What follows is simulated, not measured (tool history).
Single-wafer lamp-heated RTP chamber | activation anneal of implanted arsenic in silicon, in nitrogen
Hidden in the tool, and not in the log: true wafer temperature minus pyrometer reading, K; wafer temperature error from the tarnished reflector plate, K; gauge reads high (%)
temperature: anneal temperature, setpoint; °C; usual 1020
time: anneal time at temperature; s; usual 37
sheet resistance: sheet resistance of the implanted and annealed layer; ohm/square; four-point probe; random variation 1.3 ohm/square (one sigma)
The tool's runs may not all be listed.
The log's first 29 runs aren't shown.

run	hour	temperature	time	wafers since the last listed run	wafers since the last pyrometer calibration	wafers since the reflector plate was cleaned	hours since the gauge calibration	read-back reference wafer on the same gauge, sheet resistance	sheet resistance
30	746.8	1044	30	307	2230	3737	132.7	533.73	556.50
31	836.6	991	37	1470	3700	5207	222.5	533.87	578.22
32	858.5	1038	43	358	4059	5566	244.4	534.18	551.77
33	890.3	1049	22	520	4579	6087	276.2	534.37	560.96
34	920.9	999	37	501	5080	6588	306.8	534.51	574.48
35	936.0	992	44	247	5328	6835	321.9	533.53	574.33
36	951.1	1020	37	247	5575	7082	337.0	534.06	563.95
37	969.8	1020	28	306	5881	7389	355.7	533.68	569.42

4 ways to go on from here, each from the tool as it stands after run 37. What would each give?
A	970.2	1020	22	6	5888	7395	356.1	?	?
B	970.2	1040	44	6	5888	7395	356.1	?	?
C	970.2	1039	18	6	5888	7395	356.1	?	?
D	970.2	1044	46	6	5888	7395	356.1	?	?

run	read-back reference wafer on the same gauge, sheet resistance	sheet resistance
A	533.68	576.33
B	533.68	547.61
C	533.68	571.61
D	533.68	543.18
Without the tool's hidden state the same runs would have given:
run	sheet resistance
A	581.22
B	556.13
C	577.13
D	552.13
